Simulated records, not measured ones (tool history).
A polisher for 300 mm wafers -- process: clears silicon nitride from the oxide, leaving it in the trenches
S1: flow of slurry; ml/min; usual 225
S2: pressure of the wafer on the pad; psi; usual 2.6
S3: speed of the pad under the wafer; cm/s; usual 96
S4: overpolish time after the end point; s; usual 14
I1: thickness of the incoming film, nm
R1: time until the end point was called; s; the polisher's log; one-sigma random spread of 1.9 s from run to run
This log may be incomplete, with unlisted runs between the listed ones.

run,hour,S1,S2,S3,S4,I1,R1
1,0.0,225,2.6,96,14,99.9,110.7
2,46.2,225,2.6,96,14,100.3,114.0
3,83.1,225,2.6,96,14,100.9,119.7
# hour 103.4: slurry nozzle cleaned
4,167.5,225,2.6,76,14,99.9,142.7
5,268.3,225,2.6,76,14,99.2,148.0
6,311.9,225,2.6,76,14,98.5,143.5
# hour 353.3: worn pad replaced by a new one
7,377.7,225,2.6,96,14,100.6,110.4
# hour 409.0: head pressure recalibrated
8,481.3,225,2.6,96,14,98.2,112.0
# hour 532.1: slurry nozzle cleaned
9,560.9,225,2.6,96,14,100.6,121.0
10,613.7,160,2.6,96,14,99.7,130.0
11,714.8,160,2.6,96,14,99.4,128.0
12,775.0,160,2.6,96,14,99.3,130.9
# hour 822.3: worn pad replaced by a new one
13,882.8,225,2.6,96,14,100.5,111.5
14,935.4,225,2.6,96,14,98.7,108.1
# hour 940.6: head pressure recalibrated
15,997.9,225,2.6,96,14,99.6,116.4
# hour 1023.6: slurry nozzle cleaned
16,1079.9,305,2.2,112,12,99.8,112.9
17,1143.4,225,2.6,114,14,100.9,104.2

Forecast run 18:
18,1227.3,225,2.6,96,21,99.9,?

Run 18 produced R1 126.8 s.
Were there no unlogged condition in the tool, this run, its random variation unchanged, would have produced R1 110.8 s.

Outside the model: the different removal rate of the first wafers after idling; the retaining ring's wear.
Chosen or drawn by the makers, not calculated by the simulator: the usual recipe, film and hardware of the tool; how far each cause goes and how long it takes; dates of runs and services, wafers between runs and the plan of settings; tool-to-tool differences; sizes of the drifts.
